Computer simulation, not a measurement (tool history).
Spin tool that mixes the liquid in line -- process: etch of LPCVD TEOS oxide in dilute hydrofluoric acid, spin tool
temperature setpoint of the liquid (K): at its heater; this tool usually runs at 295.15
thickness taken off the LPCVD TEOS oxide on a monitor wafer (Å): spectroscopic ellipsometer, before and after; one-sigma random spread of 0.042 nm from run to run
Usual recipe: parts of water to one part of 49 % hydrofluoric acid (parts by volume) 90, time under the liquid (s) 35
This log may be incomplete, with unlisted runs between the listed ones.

| run | hour | temperature setpoint of the liquid (K) | parts of water to one part of 49 % hydrofluoric acid (parts by volume) | time under the liquid (s) | read-back film thickness of the LPCVD TEOS oxide reference wafer, read on the same gauge (nm) | thickness taken off the LPCVD TEOS oxide on a monitor wafer (Å) |
|---|---|---|---|---|---|---|
| 1 | 0 | 295.15 | 90 | 35 | 89.99 | 110.1 |
| 2 | 29.7 | 295.15 | 90 | 35 | 90.01 | 109.8 |
| 3 | 48.1 | 295.15 | 90 | 35 | 89.98 | 109.7 |
| 4 | 67.6 | 295.15 | 90 | 35 | 90.01 | 110.3 |
| 5 | 168.8 | 295.15 | 90 | 35 | 90.03 | 110.9 |
|  | 195.7 | hydrofluoric acid flow meter replaced |
| 6 | 196.2 | 295.15 | 90 | 35 | 90.03 | 108.3 |
| 7 | 216.4 | 291.65 | 90 | 35 | 90.02 | 93.9 |
| 8 | 229.5 | 291.65 | 90 | 35 | 90.01 | 94.2 |
| 9 | 249.2 | 291.65 | 90 | 35 | 90 | 93.6 |
|  | 262.2 | thermometer replaced |
| 10 | 265.2 | 294.15 | 90 | 35 | 89.97 | 104.6 |
| 11 | 287.1 | 295.15 | 130 | 45 | 90.05 | 93.1 |
| 12 | 300.8 | 295.15 | 90 | 35 | 90.01 | 109.5 |
| 13 | 335.3 | 295.15 | 130 | 35 | 89.98 | 72.3 |

For run 14, what comes out?
| 14 | 362.7 | 295.15 | 90 | 35 | ? | ? |

Run 14 yielded read-back film thickness of the LPCVD TEOS oxide reference wafer, read on the same gauge (nm) 90, thickness taken off the LPCVD TEOS oxide on a monitor wafer (Å) 109.6.
Minus the tool's unlogged condition, the same run would have read thickness taken off the LPCVD TEOS oxide on a monitor wafer (Å) 107.9.
